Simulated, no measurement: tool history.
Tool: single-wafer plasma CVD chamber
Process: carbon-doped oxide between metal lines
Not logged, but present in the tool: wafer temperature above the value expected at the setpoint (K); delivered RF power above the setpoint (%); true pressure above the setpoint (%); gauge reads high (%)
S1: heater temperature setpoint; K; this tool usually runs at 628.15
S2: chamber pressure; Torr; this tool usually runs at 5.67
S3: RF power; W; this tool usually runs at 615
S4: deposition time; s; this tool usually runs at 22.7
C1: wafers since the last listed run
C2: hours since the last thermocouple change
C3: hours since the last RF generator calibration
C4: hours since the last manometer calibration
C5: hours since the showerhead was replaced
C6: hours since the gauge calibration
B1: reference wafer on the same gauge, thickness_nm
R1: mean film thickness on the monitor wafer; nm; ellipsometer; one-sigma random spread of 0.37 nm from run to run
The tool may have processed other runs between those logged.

| run | day | S1 | S2 | S3 | S4 | C1 | C2 | C3 | C4 | C5 | C6 | B1 | R1 |
|---|---|---|---|---|---|---|---|---|---|---|---|---|---|
| 1 | 0 | 628.15 | 5.67 | 615 | 25.7 | 0 | 1055.5 | 2017.4 | 683.2 | 2331.7 | 83.5 | 148.079 | 142.807 |
| 2 | 2.138 | 628.15 | 5.67 | 615 | 25.7 | 765 | 1106.8 | 2068.7 | 734.5 | 2383 | 134.8 | 148.076 | 141.567 |
| 3 | 4.258 | 637.15 | 5.67 | 640 | 22.7 | 759 | 1157.7 | 2119.6 | 785.4 | 2433.9 | 185.7 | 148.16 | 126.881 |
| 4 | 6.429 | 637.15 | 5.67 | 640 | 22.7 | 777 | 1209.8 | 2171.7 | 837.5 | 2486 | 237.8 | 148.012 | 126.068 |
| 5 | 9.317 | 628.15 | 5.67 | 545 | 25.5 | 1033 | 1279.1 | 2241 | 906.8 | 2555.3 | 307.1 | 147.84 | 124.827 |
| 6 | 10.662 | 628.15 | 5.67 | 545 | 25.5 | 481 | 1311.4 | 2273.3 | 939.1 | 2587.6 | 339.4 | 148.03 | 124.168 |
| 7 | 12.479 | 628.15 | 5.67 | 545 | 25.5 | 650 | 1355 | 2316.9 | 982.7 | 2631.2 | 383 | 148.019 | 123.068 |
| 8 | 13.975 | 628.15 | 5.67 | 615 | 22.7 | 535 | 1390.9 | 2352.8 | 1018.6 | 2667.1 | 418.9 | 147.823 | 123.55 |
| 9 | 16.883 | 628.15 | 5.67 | 615 | 22.7 | 1041 | 1460.7 | 2422.6 | 1088.4 | 2736.9 | 488.7 | 148.08 | 122.401 |
| 10 | 18.092 | 628.15 | 5.67 | 615 | 22.7 | 432 | 1489.7 | 2451.6 | 1117.4 | 2765.9 | 517.7 | 148.125 | 121.741 |
| 11 | 20.288 | 628.15 | 5.67 | 615 | 22.7 | 785 | 1542.4 | 2504.3 | 1170.1 | 2818.6 | 570.4 | 148.099 | 122.235 |
| 12 | 21.629 | 628.15 | 5.67 | 615 | 22.7 | 480 | 1574.6 | 2536.5 | 1202.3 | 2850.8 | 602.6 | 148.02 | 121.223 |
|  | 22.571 | capacitance manometer re-zeroed and calibrated |
| 13 | 22.971 | 628.15 | 5.67 | 615 | 22.7 | 360 | 1606.8 | 2568.7 | 9.6 | 2883 | 634.8 | 147.843 | 121.13 |
| 14 | 26.812 | 632.15 | 5.67 | 615 | 22.7 | 1375 | 1699 | 2660.9 | 101.8 | 2975.2 | 727 | 147.974 | 118.733 |
|  | 28.088 | showerhead replaced |
| 15 | 28.108 | 617.15 | 5.67 | 520 | 22.7 | 344 | 1730.1 | 2692 | 132.9 | 0.5 | 758.1 | 148.226 | 105.109 |
|  | 28.946 | thermocouple changed; heater temperature recalibrated |
| 16 | 29.162 | 628.15 | 5.67 | 615 | 25.7 | 258 | 5.2 | 2717.3 | 158.2 | 25.8 | 783.4 | 148.164 | 137.446 |
| 17 | 31.112 | 628.15 | 4.61 | 535 | 24.4 | 697 | 52 | 2764.1 | 205 | 72.6 | 830.2 | 148.072 | 111.671 |
|  | 32.662 | gauge calibrated |
|  | 33.883 | RF generator calibrated |
| 18 | 33.904 | 628.15 | 5.67 | 615 | 22.7 | 879 | 119 | 0.5 | 272 | 139.6 | 29.8 | 147.754 | 129.533 |
| 19 | 35.658 | 628.15 | 6.31 | 615 | 22.7 | 627 | 161.1 | 42.6 | 314.1 | 181.7 | 71.9 | 148.032 | 130.997 |
| 20 | 37.017 | 628.15 | 5.67 | 655 | 20 | 486 | 193.7 | 75.2 | 346.7 | 214.3 | 104.5 | 147.974 | 121.948 |
| 21 | 38.483 | 620.15 | 6.03 | 670 | 19.5 | 524 | 228.9 | 110.4 | 381.9 | 249.5 | 139.7 | 147.858 | 124.428 |
| 22 | 39.596 | 632.15 | 5.67 | 615 | 22.7 | 398 | 255.6 | 137.1 | 408.6 | 276.2 | 166.4 | 147.836 | 128.665 |
| 23 | 41.617 | 615.15 | 5.67 | 615 | 18.7 | 723 | 304.1 | 185.6 | 457.1 | 324.7 | 214.9 | 147.962 | 111.049 |
| 24 | 43.533 | 628.15 | 5.67 | 660 | 22.7 | 686 | 350.1 | 231.6 | 503.1 | 370.7 | 260.9 | 148.007 | 138.145 |
| 25 | 45.917 | 628.15 | 5.28 | 615 | 22.7 | 853 | 407.3 | 288.8 | 560.3 | 427.9 | 318.1 | 147.858 | 128.557 |
| 26 | 53.796 | 628.15 | 5.67 | 675 | 22.7 | 2820 | 596.4 | 477.9 | 749.4 | 617 | 507.2 | 147.849 | 139.134 |
| 27 | 55.433 | 628.15 | 5.67 | 615 | 22.7 | 586 | 635.7 | 517.2 | 788.7 | 656.3 | 546.5 | 147.955 | 129.318 |
| 28 | 57.967 | 628.15 | 4.67 | 730 | 19.5 | 906 | 696.5 | 578 | 849.5 | 717.1 | 607.3 | 148.031 | 126.385 |

List, for all runs, the conditions of the tool that the log does not record:
true pressure above the setpoint (%): 0 at every run
gauge reads high (%): 0 at every run
H1: wafer temperature above the value expected at the setpoint (K)
H2: delivered RF power above the setpoint (%)
| run | H1 | H2 |
|---|---|---|
| 1 | 2.78 | -4.95 |
| 2 | 3.04 | -5.19 |
| 3 | 3.31 | -5.44 |
| 4 | 3.59 | -5.7 |
| 5 | 4 | -6.05 |
| 6 | 4.19 | -6.22 |
| 7 | 4.47 | -6.45 |
| 8 | 4.7 | -6.65 |
| 9 | 5.16 | -7.03 |
| 10 | 5.37 | -7.2 |
| 11 | 5.74 | -7.5 |
| 12 | 5.97 | -7.69 |
| 13 | 6.21 | -7.88 |
| 14 | 6.93 | -8.43 |
| 15 | 7.18 | -8.63 |
| 16 | 0.59 | -8.78 |
| 17 | 0.596 | -9.08 |
| 18 | 0.623 | -1.98 |
| 19 | 0.65 | -1.98 |
| 20 | 0.678 | -1.99 |
| 21 | 0.712 | -1.99 |
| 22 | 0.743 | -2 |
| 23 | 0.806 | -2.02 |
| 24 | 0.877 | -2.04 |
| 25 | 0.978 | -2.08 |
| 26 | 1.42 | -2.24 |
| 27 | 1.54 | -2.29 |
| 28 | 1.73 | -2.37 |
